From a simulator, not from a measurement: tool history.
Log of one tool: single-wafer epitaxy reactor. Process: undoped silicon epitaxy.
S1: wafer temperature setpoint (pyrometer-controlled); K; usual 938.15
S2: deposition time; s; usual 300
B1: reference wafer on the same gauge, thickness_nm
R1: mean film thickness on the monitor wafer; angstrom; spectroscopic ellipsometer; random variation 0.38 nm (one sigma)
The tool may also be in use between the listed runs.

{"run": 1, "hour": 0.0, "S1": 938.15, "S2": 259, "B1": 62.895, "R1": 587.2}
{"run": 2, "hour": 37.0, "S1": 935.15, "S2": 280, "B1": 62.948, "R1": 594.53}
{"run": 3, "hour": 94.1, "S1": 938.15, "S2": 300, "B1": 63.093, "R1": 668.84}
{"run": 4, "hour": 143.4, "S1": 938.15, "S2": 300, "B1": 62.971, "R1": 675.83}
{"hour": 161.5, "done": "pyrometer calibrated"}
{"run": 5, "hour": 197.1, "S1": 938.15, "S2": 300, "B1": 63.027, "R1": 702.2}
{"run": 6, "hour": 221.2, "S1": 938.15, "S2": 300, "B1": 62.977, "R1": 708.05}
{"run": 7, "hour": 291.1, "S1": 938.15, "S2": 266, "B1": 63.093, "R1": 625.45}
{"run": 8, "hour": 328.9, "S1": 938.15, "S2": 266, "B1": 63.016, "R1": 617.67}
{"run": 9, "hour": 389.4, "S1": 938.15, "S2": 300, "B1": 62.947, "R1": 710.02}
{"run": 10, "hour": 450.9, "S1": 938.15, "S2": 300, "B1": 62.923, "R1": 704.53}
{"run": 11, "hour": 659.6, "S1": 938.15, "S2": 300, "B1": 63.047, "R1": 699.9}
{"run": 12, "hour": 726.4, "S1": 929.15, "S2": 300, "B1": 63.011, "R1": 575.42}
{"run": 13, "hour": 764.7, "S1": 929.15, "S2": 300, "B1": 62.932, "R1": 574.53}
{"run": 14, "hour": 816.0, "S1": 946.15, "S2": 325, "B1": 63.08, "R1": 888.33}
{"run": 15, "hour": 861.6, "S1": 946.15, "S2": 325, "B1": 62.912, "R1": 882.93}
{"run": 16, "hour": 921.2, "S1": 946.15, "S2": 325, "B1": 62.98, "R1": 872.65}
{"run": 17, "hour": 954.0, "S1": 938.15, "S2": 300, "B1": 62.986, "R1": 689.29}
{"hour": 986.1, "done": "pyrometer calibrated"}
{"hour": 1012.2, "done": "gauge calibrated"}
{"run": 18, "hour": 1018.6, "S1": 946.15, "S2": 325, "B1": 62.88, "R1": 852.61}
{"run": 19, "hour": 1053.4, "S1": 934.15, "S2": 271, "B1": 62.956, "R1": 551.31}
{"run": 20, "hour": 1092.4, "S1": 930.15, "S2": 263, "B1": 63.03, "R1": 497.55}
{"run": 21, "hour": 1137.0, "S1": 947.15, "S2": 248, "B1": 62.947, "R1": 662.99}
{"run": 22, "hour": 1208.1, "S1": 938.15, "S2": 300, "B1": 62.998, "R1": 667.65}
{"run": 23, "hour": 1254.5, "S1": 938.15, "S2": 300, "B1": 63.061, "R1": 658.74}
{"run": 24, "hour": 1314.3, "S1": 938.15, "S2": 300, "B1": 63.056, "R1": 663.57}
{"run": 25, "hour": 1362.4, "S1": 942.15, "S2": 317, "B1": 62.936, "R1": 763.35}
{"hour": 1425.1, "done": "pyrometer calibrated, repeated, since the last time left the tool worse"}
{"run": 26, "hour": 1432.4, "S1": 927.15, "S2": 316, "B1": 63.008, "R1": 592.45}
{"run": 27, "hour": 1497.8, "S1": 951.15, "S2": 342, "B1": 63.047, "R1": 1051.26}
{"run": 28, "hour": 1547.7, "S1": 938.15, "S2": 266, "B1": 62.946, "R1": 621.53}
{"run": 29, "hour": 1619.4, "S1": 942.15, "S2": 300, "B1": 63.031, "R1": 765.12}
{"run": 30, "hour": 1652.0, "S1": 943.15, "S2": 336, "B1": 63.013, "R1": 868.33}
{"run": 31, "hour": 1689.2, "S1": 938.15, "S2": 300, "B1": 62.993, "R1": 705.62}
{"run": 32, "hour": 1797.9, "S1": 929.15, "S2": 300, "B1": 63.059, "R1": 584.97}
{"run": 33, "hour": 1859.2, "S1": 946.15, "S2": 330, "B1": 63.005, "R1": 904.81}
{"run": 34, "hour": 1903.9, "S1": 946.15, "S2": 340, "B1": 62.975, "R1": 939.86}
{"run": 35, "hour": 1938.2, "S1": 928.15, "S2": 243, "B1": 63.01, "R1": 453.41}

Measured less the same run without the tool's hidden state. The same run-to-run variation is in both; the gauge's scatter may not be:
The hidden state here: wafer temperature above the value expected at the setpoint (K); gauge reads high (%).
run=1 R1=-21.29
run=2 R1=-23.36
run=3 R1=-29.15
run=4 R1=-32.27
run=5 R1=+0.11
run=6 R1=+0.05
run=7 R1=-0.28
run=8 R1=-0.56
run=9 R1=-1.31
run=10 R1=-2.20
run=11 R1=-6.78
run=12 R1=-7.36
run=13 R1=-8.40
run=14 R1=-14.81
run=15 R1=-16.89
run=16 R1=-19.73
run=17 R1=-17.28
run=18 R1=-47.64
run=19 R1=-31.69
run=20 R1=-28.99
run=21 R1=-37.56
run=22 R1=-39.32
run=23 R1=-39.42
run=24 R1=-40.71
run=25 R1=-47.52
run=26 R1=+0.34
run=27 R1=+0.37
run=28 R1=-0.01
run=29 R1=-0.70
run=30 R1=-1.26
run=31 R1=-1.55
run=32 R1=-2.96
run=33 R1=-6.17
run=34 R1=-7.93
run=35 R1=-4.60
